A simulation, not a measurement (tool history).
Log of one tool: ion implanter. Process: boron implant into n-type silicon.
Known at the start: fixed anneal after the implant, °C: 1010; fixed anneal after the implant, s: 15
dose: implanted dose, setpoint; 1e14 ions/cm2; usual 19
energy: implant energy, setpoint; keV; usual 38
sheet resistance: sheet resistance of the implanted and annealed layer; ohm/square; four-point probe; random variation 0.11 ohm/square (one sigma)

| run | hour | dose | energy | wafers since the last listed run | hours since the last dose calibration | hours since the extraction supply was calibrated | hours since the gauge calibration | read-back reference wafer on the same gauge, sheet resistance | sheet resistance |
|---|---|---|---|---|---|---|---|---|---|
| 1 | 0 | 17.16 | 33 | 0 | 1804 | 2616.7 | 277.9 | 57.51 | 75.34 |
| 2 | 9.6 | 19 | 38 | 226 | 1813.6 | 2626.3 | 287.5 | 57.5 | 68.69 |
| 3 | 16.3 | 19 | 38 | 158 | 1820.3 | 2633 | 294.2 | 57.5 | 68.76 |
| 4 | 23.6 | 19 | 38 | 172 | 1827.6 | 2640.3 | 301.5 | 57.5 | 68.91 |
| 5 | 31.3 | 19 | 38 | 182 | 1835.3 | 2648 | 309.2 | 57.51 | 68.81 |
| 6 | 47.4 | 17.25 | 38 | 380 | 1851.4 | 2664.1 | 325.3 | 57.51 | 73.99 |
| 7 | 59 | 17.25 | 38 | 274 | 1863 | 2675.7 | 336.9 | 57.51 | 73.7 |
| 8 | 69.3 | 17.25 | 38 | 243 | 1873.3 | 2686 | 347.2 | 57.49 | 73.67 |
| 9 | 78.8 | 14.73 | 42.5 | 224 | 1882.8 | 2695.5 | 356.7 | 57.49 | 82.67 |
| 10 | 90.1 | 17.66 | 38 | 267 | 1894.1 | 2706.8 | 368 | 57.49 | 72.39 |
| 11 | 98 | 20.83 | 31 | 186 | 1902 | 2714.7 | 375.9 | 57.51 | 66.54 |
| 12 | 110 | 21.07 | 38 | 283 | 1914 | 2726.7 | 387.9 | 57.5 | 63.8 |
|  | 161.6 | extraction supply calibrated |
| 13 | 162.7 | 19 | 38 | 1056 | 1966.7 | 1.1 | 440.6 | 57.5 | 68.89 |
| 14 | 179.9 | 19 | 38 | 406 | 1983.9 | 18.3 | 457.8 | 57.51 | 68.7 |
| 15 | 190.3 | 19 | 38 | 245 | 1994.3 | 28.7 | 468.2 | 57.51 | 68.78 |
| 16 | 202.8 | 19 | 38 | 295 | 2006.8 | 41.2 | 480.7 | 57.48 | 68.85 |
| 17 | 224.6 | 19 | 46 | 515 | 2028.6 | 63 | 502.5 | 57.5 | 67.15 |
| 18 | 238.5 | 19 | 46 | 328 | 2042.5 | 76.9 | 516.4 | 57.51 | 67.07 |
| 19 | 245.3 | 21.27 | 33 | 160 | 2049.3 | 83.7 | 523.2 | 57.49 | 64.82 |
| 20 | 252.3 | 21.5 | 38 | 165 | 2056.3 | 90.7 | 530.2 | 57.49 | 63.02 |
| 21 | 270 | 23.64 | 50 | 418 | 2074 | 108.4 | 547.9 | 57.48 | 56.78 |
| 22 | 279.2 | 16.9 | 44 | 217 | 2083.2 | 117.6 | 557.1 | 57.5 | 73.97 |
|  | 280 | gauge calibrated |
|  | 290.2 | Faraday cup replaced and dose calibrated |
| 23 | 295.9 | 19 | 38 | 205 | 5.7 | 134.3 | 15.9 | 57.5 | 70.67 |
| 24 | 313.1 | 15.63 | 27 | 406 | 22.9 | 151.5 | 33.1 | 57.48 | 84.7 |
| 25 | 325.5 | 21.27 | 33 | 293 | 35.3 | 163.9 | 45.5 | 57.5 | 66.42 |
| 26 | 336.9 | 14.52 | 25.5 | 269 | 46.7 | 175.3 | 56.9 | 57.5 | 89.96 |
| 27 | 349 | 21.88 | 50 | 286 | 58.8 | 187.4 | 69 | 57.5 | 61.69 |
| 28 | 360.2 | 19 | 38 | 264 | 70 | 198.6 | 80.2 | 57.49 | 70.75 |
| 29 | 366.9 | 22.66 | 38 | 158 | 76.7 | 205.3 | 86.9 | 57.48 | 62.09 |
| 30 | 382.1 | 21.66 | 38 | 359 | 91.9 | 220.5 | 102.1 | 57.52 | 64.06 |
| 31 | 389.9 | 19 | 38 | 184 | 99.7 | 228.3 | 109.9 | 57.5 | 70.37 |
| 32 | 416.3 | 19 | 38 | 624 | 126.1 | 254.7 | 136.3 | 57.51 | 70.28 |
| 33 | 423.9 | 16.36 | 50.5 | 179 | 133.7 | 262.3 | 143.9 | 57.5 | 77.13 |
| 34 | 436.6 | 15.51 | 38 | 300 | 146.4 | 275 | 156.6 | 57.48 | 81.92 |
| 35 | 454.4 | 16.81 | 38 | 420 | 164.2 | 292.8 | 174.4 | 57.5 | 77.08 |
| 36 | 464.7 | 17.01 | 38 | 243 | 174.5 | 303.1 | 184.7 | 57.49 | 76.33 |
| 37 | 474.6 | 13.48 | 26 | 234 | 184.4 | 313 | 194.6 | 57.49 | 94.17 |
| 38 | 487.7 | 15.72 | 33.5 | 309 | 197.5 | 326.1 | 207.7 | 57.51 | 81.75 |
| 39 | 494.4 | 13.37 | 31 | 158 | 204.2 | 332.8 | 214.4 | 57.51 | 93.43 |

Forecast each of these 3 alternatives for the next run:
| A | 494.8 | 14.01 | 38 | 9 | 204.6 | 333.2 | 214.8 | ? | ? |
| B | 494.8 | 21.56 | 38 | 9 | 204.6 | 333.2 | 214.8 | ? | ? |
| C | 494.8 | 19 | 24.5 | 9 | 204.6 | 333.2 | 214.8 | ? | ? |

| run | read-back reference wafer on the same gauge, sheet resistance | sheet resistance |
|---|---|---|
| A | 57.51 | 88.7 |
| B | 57.51 | 64.04 |
| C | 57.51 | 75.06 |
Without the tool's hidden state the same runs would have given:
| run | sheet resistance |
|---|---|
| A | 89.41 |
| B | 64.49 |
| C | 75.52 |
